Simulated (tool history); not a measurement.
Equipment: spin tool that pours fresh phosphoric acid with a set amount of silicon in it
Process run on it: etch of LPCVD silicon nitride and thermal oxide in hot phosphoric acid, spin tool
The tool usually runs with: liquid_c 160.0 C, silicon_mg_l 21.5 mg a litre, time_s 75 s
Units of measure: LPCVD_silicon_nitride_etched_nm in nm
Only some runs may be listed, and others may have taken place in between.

run    hour  liquid_c  silicon_mg_l  time_s  read-back film thickness of the LPCVD silicon nitride reference wafer, read on the same gauge (nm)  LPCVD_silicon_nitride_etched_nm
  1     0.0     160.0          21.5      75                                                                                              109.96                             6.23
  2    69.1     158.5          34.0      95                                                                                              109.99                             7.49
  3   172.6     160.0          21.5      75                                                                                              110.01                             6.22
  4   235.3     160.0          35.5      95                                                                                              110.04                             7.82
  5   325.2     158.0          21.5      75                                                                                              109.99                             5.99
  6   364.7     158.5          10.5      90                                                                                              109.99                             7.74
  7   417.2     160.0           8.5      75                                                                                              110.00                             6.68
  8   522.6     160.0          21.5      30                                                                                              110.01                             2.68
  9   591.0     160.0          30.5      35                                                                                              110.02                             3.11
 10   691.2     161.5          21.5     105                                                                                              109.97                             9.73
 11   781.1     158.0          21.5     115                                                                                              110.00                             9.47
 12   822.1     161.5          21.5     115                                                                                              109.98                            10.61
 13   871.8     161.5          21.5      90                                                                                              109.97                             8.30
 14   913.6     160.0          21.5      75                                                                                              110.01                             6.58
 15   998.2     160.0          21.5      75                                                                                              110.04                             6.51
 16  1172.4     160.0          21.5      75                                                                                              109.99                             6.47
 17  1247.5     160.0          21.5      75                                                                                              110.04                             6.45
 18  1354.4     157.5          10.5      75                                                                                              110.05                             5.90
 19  1408.9     158.5          21.5      75                                                                                              110.03                             6.26
 20  1501.6     160.0          11.0      75                                                                                              110.03                             6.56
 21  1592.0     160.0          21.5      75                                                                                              109.99                             6.48

The log once held 7 entries between its listed runs, left out of this copy. Where does each go, and what is different about the tool's unlogged condition between the listed run before it and the listed run after it?
From run 1 to run 2: dissolved silicon flow meter replaced (hour 68.2)
  liquid colder than its thermometer reads (K): 1.19 -> 1.22; temperature lost on the way to the wafer (K): 1.17 -> 1.24
  measured result minus the result with no hidden state, LPCVD_silicon_nitride_etched_nm: -0.52 -> -0.65 nm
From run 2 to run 3: gauge calibrated (hour 166.1)
  liquid colder than its thermometer reads (K): 1.22 -> 1.26; temperature lost on the way to the wafer (K): 1.24 -> 1.35
  measured result minus the result with no hidden state, LPCVD_silicon_nitride_etched_nm: -0.65 -> -0.57 nm
From run 4 to run 5: thermometer replaced (hour 240.0)
  liquid colder than its thermometer reads (K): 1.29 -> 0.0562; temperature lost on the way to the wafer (K): 1.42 -> 1.51
  measured result minus the result with no hidden state, LPCVD_silicon_nitride_etched_nm: -0.75 -> -0.33 nm
From run 5 to run 6: heated supply line repaired (hour 327.1)
  liquid colder than its thermometer reads (K): 0.0562 -> 0.0736; temperature lost on the way to the wafer (K): 1.51 -> 0.0609
  measured result minus the result with no hidden state, LPCVD_silicon_nitride_etched_nm: -0.33 -> -0.03 nm
From run 10 to run 11: dissolved silicon flow meter replaced (hour 780.6)
  liquid colder than its thermometer reads (K): 0.217 -> 0.257; temperature lost on the way to the wafer (K): 0.403 -> 0.497
  measured result minus the result with no hidden state, LPCVD_silicon_nitride_etched_nm: -0.21 -> -0.25 nm
From run 18 to run 19: dissolved silicon flow meter replaced (hour 1363.5); heated supply line repaired (hour 1367.4)
  liquid colder than its thermometer reads (K): 0.509 -> 0.533; temperature lost on the way to the wafer (K): 1.1 -> 0.25
  measured result minus the result with no hidden state, LPCVD_silicon_nitride_etched_nm: -0.33 -> -0.17 nm

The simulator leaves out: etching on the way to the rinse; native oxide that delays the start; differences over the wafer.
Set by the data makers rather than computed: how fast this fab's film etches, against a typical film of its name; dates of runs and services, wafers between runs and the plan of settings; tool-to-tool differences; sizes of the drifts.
